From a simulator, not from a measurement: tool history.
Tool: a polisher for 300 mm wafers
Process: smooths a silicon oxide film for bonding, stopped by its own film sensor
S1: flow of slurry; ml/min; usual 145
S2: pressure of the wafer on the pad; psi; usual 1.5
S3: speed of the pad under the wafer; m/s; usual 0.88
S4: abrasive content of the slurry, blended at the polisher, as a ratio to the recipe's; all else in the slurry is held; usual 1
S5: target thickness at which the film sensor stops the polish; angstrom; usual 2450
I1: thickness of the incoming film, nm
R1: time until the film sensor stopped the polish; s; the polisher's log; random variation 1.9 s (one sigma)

run     day   S1   S2    S3    S4    S5     I1     R1
  1       0  145  1.5  0.88     1  2350  307.5    154
      0.079  -- worn pad replaced by a new one
  2   1.204  145  1.5  0.88     1  2350  308.4  157.1
  3   1.712  145  1.5  0.88     1  2350  309.6    157
  4   2.638  185  1.5  0.88     1  2450  313.6  139.7
  5   3.158  145  1.5  0.88   1.1  2450  311.2  137.3
  6    4.55  145  1.5  0.88   1.1  2450  306.8  129.8
  7    5.55  145  1.5  0.88     1  2450    311  137.7
  8   6.183  145  1.5  0.88     1  2450    310  141.5
       6.65  -- worn pad replaced by a new one
  9   6.942  145  1.5  0.88     1  2450  313.1  150.3
 10   7.929  145  1.5  0.88     1  2450  307.7  134.9
 11   8.454  145  1.5  0.64     1  2570  311.9  154.9
      9.096  -- head pressure recalibrated
 12   9.117  145  1.5  0.88   1.2  2370  311.8  139.2
 13   9.683  130  1.5  1.06  0.85  2290  305.9  147.1
 14  11.071   95  1.5  0.88     1  2450  315.2  167.1
 15  12.396  145  1.2  0.64   1.3  2340  306.4    214
     13.067  -- worn pad replaced by a new one
 16  13.571  145  1.5  0.88     1  2450  307.7  135.3
       14.1  -- slurry blender recalibrated
 17  17.388  145  1.5  0.88   1.2  2380  309.3  156.8
 18  18.871  115  1.5  0.88  0.85  2310  312.9  232.6
     19.162  -- slurry nozzle cleaned
     19.225  -- worn pad replaced by a new one
 19  20.242  145  1.7  0.88   0.8  2450  306.4  124.7
 20  24.362  145  1.7  0.88     1  2450  306.8  113.1
     24.904  -- worn pad replaced by a new one
 21  24.971  165  1.5  0.96     1  2450  312.9  124.1
 22   25.65  145  1.5  0.88     1  2450  312.1  136.6
     26.004  -- slurry blender recalibrated
 23  26.533  170  1.5  0.88     1  2450  304.1  118.4
 24  27.475  145  1.5  0.88     1  2450  310.2  137.2
 25  28.842  145  1.5  0.88     1  2450  313.1  141.5

What the log doesn't show, run by run:
removal rate lost through wear of the pad, %: 0 in every run
abrasive missing from the slurry, %: 0 in every run
H1: slurry flow missing at the pad, %
H2: deviation of the head's pressure from its setpoint, %
run    H1      H2
  1  8.35     -12
  2  9.76   -12.1
  3  10.4   -12.1
  4  11.6   -12.2
  5  12.3   -12.2
  6  14.4   -12.3
  7    16   -12.4
  8    17   -12.4
  9  18.3   -12.5
 10  20.1   -12.5
 11  21.1   -12.5
 12  22.4  -0.978
 13  23.5   -1.56
 14  26.4   -2.87
 15  29.4   -3.99
 16  32.1   -4.88
 17  41.9   -7.25
 18  46.1   -7.98
 19  2.17   -8.59
 20   3.4     -10
 21  3.71   -10.2
 22  4.11   -10.4
 23  4.69   -10.6
 24  5.38   -10.8
 25  6.55   -11.1

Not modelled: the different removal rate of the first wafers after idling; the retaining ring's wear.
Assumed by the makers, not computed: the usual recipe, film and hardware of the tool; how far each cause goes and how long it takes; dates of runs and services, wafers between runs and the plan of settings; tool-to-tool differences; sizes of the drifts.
